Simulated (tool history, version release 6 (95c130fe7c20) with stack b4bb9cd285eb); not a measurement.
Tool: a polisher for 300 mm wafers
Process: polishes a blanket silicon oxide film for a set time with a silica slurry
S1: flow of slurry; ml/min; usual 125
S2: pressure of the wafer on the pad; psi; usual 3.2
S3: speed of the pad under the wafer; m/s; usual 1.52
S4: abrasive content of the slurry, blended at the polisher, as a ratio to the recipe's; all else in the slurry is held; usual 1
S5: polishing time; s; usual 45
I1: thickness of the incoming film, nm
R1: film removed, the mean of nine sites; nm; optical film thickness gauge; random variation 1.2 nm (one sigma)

Run 1, hour 0: usual settings; I1 1050.8. Result: R1 128.1 nm.
Run 2, hour 34.8: usual settings; I1 1021.3. Result: R1 127.5 nm.
Run 3, hour 47.5: usual settings but S3 1.1 m/s; I1 1033.7. Result: R1 98.5 nm.
Run 4, hour 71.6: usual settings but S5 49 s; I1 1030.2. Result: R1 138.6 nm.
At hour 90.3: worn pad replaced by a new one.
At hour 131.9: slurry nozzle cleaned.
Run 5, hour 146.6: usual settings; I1 1027.5. Result: R1 123.9 nm.
Run 6, hour 158.8: usual settings but S1 155 ml/min, S2 2.1 psi, S4 0.75, S5 61 s; I1 1025.7. Result: R1 91.1 nm.
Run 7, hour 181.1: usual settings but S5 36 s; I1 1031.9. Result: R1 97.5 nm.
Run 8, hour 199.9: usual settings but S2 2.8 psi, S3 2 m/s, S5 51 s; I1 1041.1. Result: R1 150.2 nm.
At hour 219.9: head pressure recalibrated.
Run 9, hour 233.6: usual settings; I1 1026.4. Result: R1 132.8 nm.
Run 10, hour 258.7: usual settings; I1 1023.5. Result: R1 130.2 nm.
Run 11, hour 276.1: usual settings but S1 145 ml/min, S2 2.7 psi, S4 1.25, S5 30 s; I1 1024.5. Result: R1 86.3 nm.
Run 12, hour 288.4: usual settings but S1 85 ml/min, S2 2.4 psi; I1 1020. Result: R1 87.4 nm.
At hour 310.2: worn pad replaced by a new one.
Run 13, hour 317.4: usual settings; I1 1011.5. Result: R1 129.3 nm.
At hour 328.9: conditioning disc replaced and pad reconditioned.
Run 14, hour 329.6: usual settings but S1 80 ml/min, S2 4.2 psi, S3 1.76 m/s, S4 1.25; I1 1035.2. Result: R1 191.1 nm.
Run 15, hour 346.5: usual settings but S4 0.8; I1 1016.5. Result: R1 110.2 nm.
Run 16, hour 366.8: usual settings but S3 1.16 m/s; I1 1022.9. Result: R1 102.8 nm.
At hour 389.4: slurry blender recalibrated.
Run 17, hour 394.9: usual settings but S1 160 ml/min, S5 55 s; I1 1027.3. Result: R1 162.7 nm.
Run 18, hour 450.5: usual settings but S2 2.8 psi, S3 0.98 m/s, S5 37 s; I1 1046.3. Result: R1 62.3 nm.
Run 19, hour 480: usual settings but S2 4.3 psi; I1 1046.3. Result: R1 166.3 nm.
Run 20, hour 493: usual settings; I1 1033.1. Result: R1 123.9 nm.
Run 21, hour 526.8: usual settings but S3 1.7 m/s, S4 0.85; I1 1033.2. Result: R1 117.9 nm.
Run 22, hour 542.8: usual settings but S5 31 s; I1 1023.4. Result: R1 82.6 nm.
At hour 559.4: worn pad replaced by a new one.
Run 23, hour 559.9: usual settings but S1 135 ml/min, S2 3.6 psi; I1 1030.2. Result: R1 138 nm.
Run 24, hour 587.8: usual settings; I1 1022.9. Result: R1 119.1 nm.
At hour 597.1: head pressure recalibrated.
Run 25, hour 623.5: usual settings but S1 150 ml/min, S3 1.7 m/s, S5 40 s; I1 1039.7. Result: R1 130.7 nm.

Forecast each of these 5 alternatives for the next run:
Run A, hour 623.9: usual settings; I1 1046.7. Result: R1 ?.
Run B, hour 623.9: usual settings but S1 95 ml/min; I1 1046.7. Result: R1 ?.
Run C, hour 623.9: usual settings but S4 0.85; I1 1046.7. Result: R1 ?.
Run D, hour 623.9: usual settings but S2 4.1 psi, S3 1.18 m/s, S4 0.8, S5 36 s; I1 1046.7. Result: R1 ?.
Run E, hour 623.9: usual settings but S5 56 s; I1 1046.7. Result: R1 ?.

run     R1
  A  126.7
  B    118
  C  113.2
  D   90.3
  E  157.7
Without the tool's hidden state the same runs would have given:
run     R1
  A  131.8
  B  122.7
  C  117.7
  D     94
  E    164

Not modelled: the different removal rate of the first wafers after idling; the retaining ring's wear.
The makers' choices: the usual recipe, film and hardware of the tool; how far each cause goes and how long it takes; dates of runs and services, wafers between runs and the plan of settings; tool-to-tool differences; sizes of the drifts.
